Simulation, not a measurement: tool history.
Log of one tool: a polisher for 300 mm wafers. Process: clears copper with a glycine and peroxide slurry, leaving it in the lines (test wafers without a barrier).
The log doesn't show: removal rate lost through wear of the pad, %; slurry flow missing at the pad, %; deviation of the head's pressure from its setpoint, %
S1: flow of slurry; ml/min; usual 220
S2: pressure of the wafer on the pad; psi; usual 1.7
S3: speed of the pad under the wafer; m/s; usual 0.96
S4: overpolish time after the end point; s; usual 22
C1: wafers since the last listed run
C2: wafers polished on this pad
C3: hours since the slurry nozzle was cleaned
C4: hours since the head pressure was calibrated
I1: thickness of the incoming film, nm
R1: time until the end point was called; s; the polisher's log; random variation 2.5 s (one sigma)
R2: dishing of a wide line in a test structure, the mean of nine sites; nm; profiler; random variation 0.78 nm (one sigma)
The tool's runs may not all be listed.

run	hour	S1	S2	S3	S4	C1	C2	C3	C4	I1	R1	R2
1	0	220	1.7	0.96	22	0	3018	217.6	329.1	443.4	135.9	47
# hour 3.8: worn pad replaced by a new one
2	76.4	220	1.7	0.96	22	680	680	294	405.5	432.6	139.1	48.3
3	159	220	1.7	0.96	22	774	1454	376.6	488.1	445.4	145.3	44.6
# hour 166.3: slurry nozzle cleaned
4	211.9	220	1.7	0.96	22	486	1940	45.6	541	446.1	135.4	47.1
# hour 253.7: head pressure recalibrated
5	285.5	220	1.7	0.96	22	671	2611	119.2	31.8	445.7	139.3	47.8
# hour 327.5: worn pad replaced by a new one
6	392	220	1.7	0.96	22	960	604	225.7	138.3	443.9	138.4	46.6
7	441.4	220	2.1	0.96	22	462	1067	275.1	187.7	444.6	121.6	52.4
8	505.9	220	2.1	0.96	22	604	1671	339.6	252.2	438.2	120.3	53
9	547.6	220	2.1	0.96	22	390	2062	381.3	293.9	439.7	125.1	51.1
# hour 569.4: slurry nozzle cleaned
10	594.4	220	2.2	0.96	32	429	2491	25	340.7	438.6	111.7	72.9
# hour 645.1: worn pad replaced by a new one
11	740.7	220	2.2	0.96	32	1333	896	171.3	487	441	114.5	73.3
12	831.1	220	2.2	0.96	32	847	1743	261.7	577.4	437.5	115.8	74.5
# hour 846.6: head pressure recalibrated
13	874	220	2	0.96	22	383	2126	304.6	27.4	437	122	52.8
# hour 908.3: slurry nozzle cleaned
14	944.1	220	1.7	0.96	22	647	2774	35.8	97.5	441	139.3	48.6
15	991.2	220	2.2	1.04	22	441	3215	82.9	144.6	437.6	103.4	58.6
# hour 998.8: worn pad replaced by a new one
16	1080	260	1.7	1.24	16	794	761	171.7	233.4	431.4	112.9	41.5
17	1133.7	280	2.1	0.82	14	503	1264	225.4	287.1	439.8	130	34.8
18	1186.6	220	1.7	0.96	22	495	1760	278.3	340	436.6	138.5	46.4
19	1257	155	1.7	0.96	30	659	2420	348.7	410.4	437.3	162.3	53.8
# hour 1294.3: slurry nozzle cleaned
20	1294.8	260	1.7	0.76	22	344	2764	0.5	448.2	430.2	152	44.3
21	1359.2	220	1.7	0.68	30	603	3368	64.9	512.6	444.7	166.6	52
# hour 1391: worn pad replaced by a new one
22	1433.4	220	1.7	0.96	22	657	397	139.1	586.8	441.2	135.3	46.6
# hour 1466.2: head pressure recalibrated
23	1518.6	195	1.7	0.96	22	779	1177	224.3	52.4	446.9	144.4	45.6
24	1559.9	220	1.7	0.96	22	387	1564	265.6	93.7	430.9	138.8	47
25	1632.7	220	1.7	0.96	22	682	2246	338.4	166.5	448.2	149.8	46.1
# hour 1649: slurry nozzle cleaned
26	1687.8	185	1.7	0.96	22	507	2753	38.8	221.6	438.5	137.5	46.6
# hour 1728.7: worn pad replaced by a new one
27	1779.7	290	1.7	0.96	14	823	477	130.7	313.5	440.3	135	34

Measured less the same run without the tool's hidden state. The same run-to-run variation is in both; the gauge's scatter may not be:
run	R1	R2
1	+2.5	-0.7
2	+5.1	-1.4
3	+10.3	-2.7
4	+0.5	-0.1
5	+1.1	-0.3
6	+3	-0.8
7	+4	-1.4
8	+6.7	-2.4
9	+9.5	-3.3
10	+0	+0
11	+1.1	-0.5
12	+2.9	-1.3
13	+4.6	-1.6
14	+1.3	-0.4
15	+1.2	-0.5
16	+2	-0.6
17	+3.1	-0.8
18	+6.1	-1.7
19	+16	-4.4
20	+1	-0.2
21	+1.5	-0.3
22	+1.9	-0.5
23	+4.5	-1.1
24	+5.2	-1.4
25	+9.5	-2.5
26	+0.7	-0.2
27	+1.1	-0.3

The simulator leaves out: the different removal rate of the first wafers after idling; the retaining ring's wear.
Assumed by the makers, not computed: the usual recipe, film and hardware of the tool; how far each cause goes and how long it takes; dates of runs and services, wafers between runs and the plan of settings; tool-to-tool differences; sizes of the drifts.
